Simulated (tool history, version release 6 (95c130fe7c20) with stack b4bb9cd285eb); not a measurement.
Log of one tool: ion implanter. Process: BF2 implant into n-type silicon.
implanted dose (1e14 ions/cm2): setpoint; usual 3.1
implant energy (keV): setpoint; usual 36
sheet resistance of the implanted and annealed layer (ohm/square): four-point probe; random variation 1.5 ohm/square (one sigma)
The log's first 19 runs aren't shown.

| run | hour | implanted dose (1e14 ions/cm2) | implant energy (keV) | wafers since the last listed run | hours since the last dose calibration | hours since the extraction supply was calibrated | hours since the gauge calibration | read-back reference wafer on the same gauge, sheet resistance | sheet resistance of the implanted and annealed layer (ohm/square) |
|---|---|---|---|---|---|---|---|---|---|
|  | 1301.8 | gauge calibrated |
|  | 1375.3 | extraction supply calibrated |
| 20 | 1406.6 | 3.1 | 36 | 2221 | 656.7 | 31.3 | 104.8 | 389.75 | 355.76 |
| 21 | 1462.2 | 3.1 | 47 | 812 | 712.3 | 86.9 | 160.4 | 389.91 | 345.56 |
| 22 | 1520 | 3.91 | 32.5 | 844 | 770.1 | 144.7 | 218.2 | 390.42 | 293.79 |
| 23 | 1608.7 | 3.1 | 47.5 | 1295 | 858.8 | 233.4 | 306.9 | 392.31 | 346.07 |
| 24 | 1704.4 | 3.1 | 36 | 1398 | 954.5 | 329.1 | 402.6 | 393.08 | 358.57 |
| 25 | 1762 | 2.25 | 41.5 | 841 | 1012.1 | 386.7 | 460.2 | 393.17 | 462.45 |
| 26 | 1853.6 | 2.35 | 27.5 | 1338 | 1103.7 | 478.3 | 551.8 | 393.3 | 463.77 |
| 27 | 1920.8 | 2.64 | 44 | 981 | 1170.9 | 545.5 | 619 | 393.36 | 402.06 |
| 28 | 1969.2 | 2.46 | 45 | 707 | 1219.3 | 593.9 | 667.4 | 393.51 | 424.63 |
| 29 | 2048.7 | 3.53 | 40 | 1161 | 1298.8 | 673.4 | 746.9 | 394.08 | 317.93 |
| 30 | 2105.6 | 3.79 | 45.5 | 831 | 1355.7 | 730.3 | 803.8 | 394.41 | 296.56 |
| 31 | 2194.8 | 2.44 | 24.5 | 1303 | 1444.9 | 819.5 | 893 | 394.69 | 451.92 |
| 32 | 2249.1 | 3.84 | 44 | 793 | 1499.2 | 873.8 | 947.3 | 395.42 | 292.34 |
| 33 | 2347 | 3.56 | 46.5 | 1430 | 1597.1 | 971.7 | 1045.2 | 395.14 | 312.86 |

Forecast each of these 5 alternatives for the next run:
| A | 2347.4 | 2.46 | 36 | 5 | 1597.5 | 972.1 | 1045.6 | ? | ? |
| B | 2347.4 | 3.38 | 36 | 5 | 1597.5 | 972.1 | 1045.6 | ? | ? |
| C | 2347.4 | 3.75 | 29 | 5 | 1597.5 | 972.1 | 1045.6 | ? | ? |
| D | 2347.4 | 2.65 | 36 | 5 | 1597.5 | 972.1 | 1045.6 | ? | ? |
| E | 2347.4 | 3.41 | 36 | 5 | 1597.5 | 972.1 | 1045.6 | ? | ? |

| run | read-back reference wafer on the same gauge, sheet resistance | sheet resistance of the implanted and annealed layer (ohm/square) |
|---|---|---|
| A | 395.08 | 436.3 |
| B | 395.08 | 333.06 |
| C | 395.08 | 310.65 |
| D | 395.08 | 409.99 |
| E | 395.08 | 330.52 |
Without the tool's hidden state the same runs would have given:
| run | sheet resistance of the implanted and annealed layer (ohm/square) |
|---|---|
| A | 429.47 |
| B | 327.84 |
| C | 305.79 |
| D | 403.57 |
| E | 325.34 |
